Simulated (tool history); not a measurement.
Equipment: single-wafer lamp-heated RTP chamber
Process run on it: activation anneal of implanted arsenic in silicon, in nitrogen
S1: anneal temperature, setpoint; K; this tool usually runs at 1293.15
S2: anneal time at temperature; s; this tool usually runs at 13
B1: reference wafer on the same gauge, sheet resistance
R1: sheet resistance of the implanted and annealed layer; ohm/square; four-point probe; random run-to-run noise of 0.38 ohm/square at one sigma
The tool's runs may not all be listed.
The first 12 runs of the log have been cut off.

run,hour,S1,S2,B1,R1
13,726.7,1293.15,13,213.00,249.69
14,801.1,1293.15,13,212.97,249.93
15,872.8,1293.15,13,212.92,249.12
16,926.3,1293.15,13,213.03,250.56
# hour 935.1: reflector plate cleaned
17,993.2,1279.15,18,213.05,249.56
# hour 1049.2: pyrometer window cleaned and pyrometer calibrated, repeated, since the last time left the tool worse
18,1049.7,1293.15,19,212.96,249.58
# hour 1346.5: reflector plate cleaned
19,1370.8,1278.15,13,212.96,253.20
20,1459.4,1293.15,6,212.99,255.38
# hour 1496.3: pyrometer window cleaned and pyrometer calibrated
21,1561.8,1315.15,13,213.03,248.68
22,1658.3,1293.15,13,213.06,251.52
23,1704.7,1319.15,9,213.01,250.23
# hour 1761.8: reflector plate cleaned
24,1788.5,1293.15,13,212.96,250.87
# hour 1867.2: gauge calibrated
25,1868.7,1314.15,10,213.00,249.43
26,1916.8,1293.15,13,212.98,251.08
27,1969.6,1322.15,8,213.02,250.28
# hour 2029.3: pyrometer window cleaned and pyrometer calibrated
28,2040.5,1308.15,17,213.04,248.17
29,2120.0,1272.15,13,212.98,253.67
30,2175.1,1293.15,18,213.12,249.45
31,2222.8,1307.15,5,213.02,254.99
# hour 2263.1: reflector plate cleaned
32,2303.7,1272.15,15,212.97,252.97
33,2395.8,1315.15,20,212.97,243.93

Consider 5 possible next runs. They are alternatives, not a sequence: every one starts from the tool as it was left by run 33. What does each give?
A,2396.2,1293.15,13,?,?
B,2396.2,1279.15,15,?,?
C,2396.2,1293.15,7,?,?
D,2396.2,1281.15,13,?,?
E,2396.2,1303.15,18,?,?

run,B1,R1
A,212.91,251.37
B,212.91,252.21
C,212.91,254.51
D,212.91,252.74
E,212.91,247.81
The same runs, with their run-to-run variation unchanged, on a tool lacking any hidden condition would have given:
run,R1
A,251.85
B,252.61
C,254.87
D,253.13
E,248.46

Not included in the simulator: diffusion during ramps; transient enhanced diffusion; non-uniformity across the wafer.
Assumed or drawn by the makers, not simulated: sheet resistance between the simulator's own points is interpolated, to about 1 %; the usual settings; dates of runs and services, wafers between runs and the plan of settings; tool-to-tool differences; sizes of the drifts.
